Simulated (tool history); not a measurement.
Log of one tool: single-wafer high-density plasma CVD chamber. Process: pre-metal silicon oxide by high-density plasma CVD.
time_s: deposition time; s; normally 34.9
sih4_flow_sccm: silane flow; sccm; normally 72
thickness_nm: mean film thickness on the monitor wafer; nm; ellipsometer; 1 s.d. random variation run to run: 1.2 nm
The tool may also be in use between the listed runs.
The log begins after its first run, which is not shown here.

| run | hour | time_s | sih4_flow_sccm | wafers since the last listed run | hours since the silane flow controller was replaced | hours since the gauge calibration | read-back reference wafer on the same gauge, thickness_nm | thickness_nm |
|---|---|---|---|---|---|---|---|---|
| 2 | 61.0 | 34.9 | 72 | 1694 | 3719.2 | 882.1 | 256.194 | 246.835 |
| 3 | 120.7 | 29.4 | 72 | 1658 | 3778.9 | 941.8 | 256.284 | 204.997 |
| 4 | 310.0 | 33.0 | 67 | 5259 | 3968.2 | 1131.1 | 256.194 | 216.550 |
| 5 | 357.6 | 33.0 | 67 | 1322 | 4015.8 | 1178.7 | 256.106 | 215.275 |
| 6 | 427.8 | 34.9 | 61 | 1950 | 4086.0 | 1248.9 | 255.939 | 208.682 |
| 7 | 484.8 | 34.9 | 72 | 1583 | 4143.0 | 1305.9 | 255.852 | 243.463 |
| 8 | 537.1 | 34.9 | 72 | 1453 | 4195.3 | 1358.2 | 256.435 | 245.948 |
| 9 | 576.2 | 34.9 | 72 | 1086 | 4234.4 | 1397.3 | 256.166 | 246.314 |
|  | 617.3 | gauge calibrated |
| 10 | 743.5 | 34.9 | 72 | 4648 | 4401.7 | 126.2 | 256.234 | 242.372 |
| 11 | 771.1 | 34.9 | 72 | 766 | 4429.3 | 153.8 | 255.805 | 243.737 |
| 12 | 809.7 | 34.9 | 72 | 1072 | 4467.9 | 192.4 | 256.077 | 244.085 |
| 13 | 853.8 | 34.9 | 72 | 1225 | 4512.0 | 236.5 | 255.777 | 241.339 |
| 14 | 901.9 | 34.9 | 72 | 1336 | 4560.1 | 284.6 | 256.124 | 242.966 |
| 15 | 929.3 | 38.9 | 72 | 761 | 4587.5 | 312.0 | 256.012 | 267.906 |
|  | 1038.0 | silane flow controller replaced |
| 16 | 1051.9 | 38.9 | 72 | 3184 | 13.9 | 434.6 | 255.910 | 282.796 |
| 17 | 1082.4 | 40.1 | 85 | 847 | 44.4 | 465.1 | 255.576 | 344.106 |
| 18 | 1269.5 | 37.5 | 66 | 5198 | 231.5 | 652.2 | 256.154 | 250.224 |
| 19 | 1319.8 | 34.9 | 72 | 1397 | 281.8 | 702.5 | 256.096 | 253.024 |
| 20 | 1388.2 | 34.9 | 72 | 1900 | 350.2 | 770.9 | 255.920 | 254.678 |
| 21 | 1429.9 | 34.9 | 66 | 1158 | 391.9 | 812.6 | 256.056 | 234.918 |
| 22 | 1472.5 | 34.9 | 72 | 1183 | 434.5 | 855.2 | 255.995 | 254.592 |

Expected results for the next run?
| 23 | 1525.2 | 37.3 | 76 | 1464 | 487.2 | 907.9 | ? | ? |

{"run 23": {"read-back reference wafer on the same gauge, thickness_nm": 255.947, "thickness_nm": 286.151}}
Take away the tool's hidden state, keep the run-to-run variation as it was, and the same run would have given thickness_nm 286.084 nm.
